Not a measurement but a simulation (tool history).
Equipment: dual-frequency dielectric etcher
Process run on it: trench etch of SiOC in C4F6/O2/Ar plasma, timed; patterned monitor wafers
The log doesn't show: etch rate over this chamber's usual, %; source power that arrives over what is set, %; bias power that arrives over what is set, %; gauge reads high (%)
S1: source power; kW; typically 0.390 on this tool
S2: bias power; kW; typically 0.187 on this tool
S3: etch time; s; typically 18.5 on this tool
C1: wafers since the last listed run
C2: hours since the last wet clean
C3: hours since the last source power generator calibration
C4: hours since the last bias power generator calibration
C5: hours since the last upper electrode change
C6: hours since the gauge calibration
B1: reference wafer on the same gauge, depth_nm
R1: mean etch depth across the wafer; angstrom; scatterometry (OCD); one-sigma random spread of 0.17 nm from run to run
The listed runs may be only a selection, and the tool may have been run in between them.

{"run": 1, "day": 0.0, "S1": 0.39, "S2": 0.187, "S3": 18.5, "C1": 0, "C2": 53.6, "C3": 1597.9, "C4": 2881.2, "C5": 4095.2, "C6": 34.6, "B1": 41.64, "R1": 373.9}
{"run": 2, "day": 9.417, "S1": 0.39, "S2": 0.187, "S3": 18.5, "C1": 3092, "C2": 279.6, "C3": 1823.9, "C4": 3107.2, "C5": 4321.2, "C6": 260.6, "B1": 41.54, "R1": 373.4}
{"run": 3, "day": 12.258, "S1": 0.39, "S2": 0.187, "S3": 18.5, "C1": 933, "C2": 347.8, "C3": 1892.1, "C4": 3175.4, "C5": 4389.4, "C6": 328.8, "B1": 41.55, "R1": 370.6}
{"day": 14.475, "done": "wet clean of the chamber"}
{"run": 4, "day": 14.496, "S1": 0.39, "S2": 0.187, "S3": 18.5, "C1": 406, "C2": 0.5, "C3": 1945.8, "C4": 3229.1, "C5": 4443.1, "C6": 382.5, "B1": 41.43, "R1": 374.0}
{"day": 15.571, "done": "source power generator calibrated"}
{"run": 5, "day": 16.238, "S1": 0.32, "S2": 0.187, "S3": 18.5, "C1": 517, "C2": 42.3, "C3": 16.0, "C4": 3270.9, "C5": 4484.9, "C6": 424.3, "B1": 41.49, "R1": 333.3}
{"day": 17.629, "done": "bias power generator calibrated"}
{"day": 17.662, "done": "upper electrode replaced"}
{"run": 6, "day": 20.404, "S1": 0.39, "S2": 0.215, "S3": 18.5, "C1": 1302, "C2": 142.3, "C3": 116.0, "C4": 66.6, "C5": 65.8, "C6": 524.3, "B1": 41.05, "R1": 392.9}
{"run": 7, "day": 23.162, "S1": 0.39, "S2": 0.187, "S3": 18.5, "C1": 905, "C2": 208.5, "C3": 182.2, "C4": 132.8, "C5": 132.0, "C6": 590.5, "B1": 41.01, "R1": 369.2}
{"run": 8, "day": 25.4, "S1": 0.46, "S2": 0.187, "S3": 18.5, "C1": 734, "C2": 262.2, "C3": 235.9, "C4": 186.5, "C5": 185.7, "C6": 644.2, "B1": 40.98, "R1": 400.8}
{"run": 9, "day": 28.879, "S1": 0.39, "S2": 0.224, "S3": 20.0, "C1": 1142, "C2": 345.7, "C3": 319.4, "C4": 270.0, "C5": 269.2, "C6": 727.7, "B1": 40.66, "R1": 424.5}
{"run": 10, "day": 30.471, "S1": 0.32, "S2": 0.187, "S3": 13.5, "C1": 522, "C2": 383.9, "C3": 357.6, "C4": 308.2, "C5": 307.4, "C6": 765.9, "B1": 40.57, "R1": 240.7}
{"day": 32.317, "done": "wet clean of the chamber"}
{"day": 32.75, "done": "gauge calibrated"}
{"run": 11, "day": 33.117, "S1": 0.39, "S2": 0.187, "S3": 23.0, "C1": 540, "C2": 19.2, "C3": 421.1, "C4": 371.7, "C5": 370.9, "C6": 8.8, "B1": 41.43, "R1": 463.8}
{"run": 12, "day": 36.792, "S1": 0.39, "S2": 0.187, "S3": 18.5, "C1": 1206, "C2": 107.4, "C3": 509.3, "C4": 459.9, "C5": 459.1, "C6": 97.0, "B1": 41.4, "R1": 371.5}
{"run": 13, "day": 38.8, "S1": 0.39, "S2": 0.187, "S3": 18.5, "C1": 659, "C2": 155.6, "C3": 557.5, "C4": 508.1, "C5": 507.3, "C6": 145.2, "B1": 41.24, "R1": 373.8}
{"run": 14, "day": 41.204, "S1": 0.49, "S2": 0.174, "S3": 14.5, "C1": 789, "C2": 213.3, "C3": 615.2, "C4": 565.8, "C5": 565.0, "C6": 202.9, "B1": 41.25, "R1": 317.9}

Each row is a separate what-if for the run after 14, all from the same tool condition, not one after another. Results?
{"run": "A", "day": 41.221, "S1": 0.39, "S2": 0.187, "S3": 17.0, "C1": 5, "C2": 213.7, "C3": 615.6, "C4": 566.2, "C5": 565.4, "C6": 203.3, "B1": "?", "R1": "?"}
{"run": "B", "day": 41.221, "S1": 0.45, "S2": 0.187, "S3": 17.0, "C1": 5, "C2": 213.7, "C3": 615.6, "C4": 566.2, "C5": 565.4, "C6": 203.3, "B1": "?", "R1": "?"}
{"run": "C", "day": 41.221, "S1": 0.39, "S2": 0.168, "S3": 18.5, "C1": 5, "C2": 213.7, "C3": 615.6, "C4": 566.2, "C5": 565.4, "C6": 203.3, "B1": "?", "R1": "?"}

run=A B1=41.31 R1=339.5
run=B B1=41.31 R1=364.5
run=C B1=41.31 R1=353.4
With no hidden state in the tool, these same runs would have given:
run=A R1=339.5
run=B R1=364.6
run=C R1=353.5
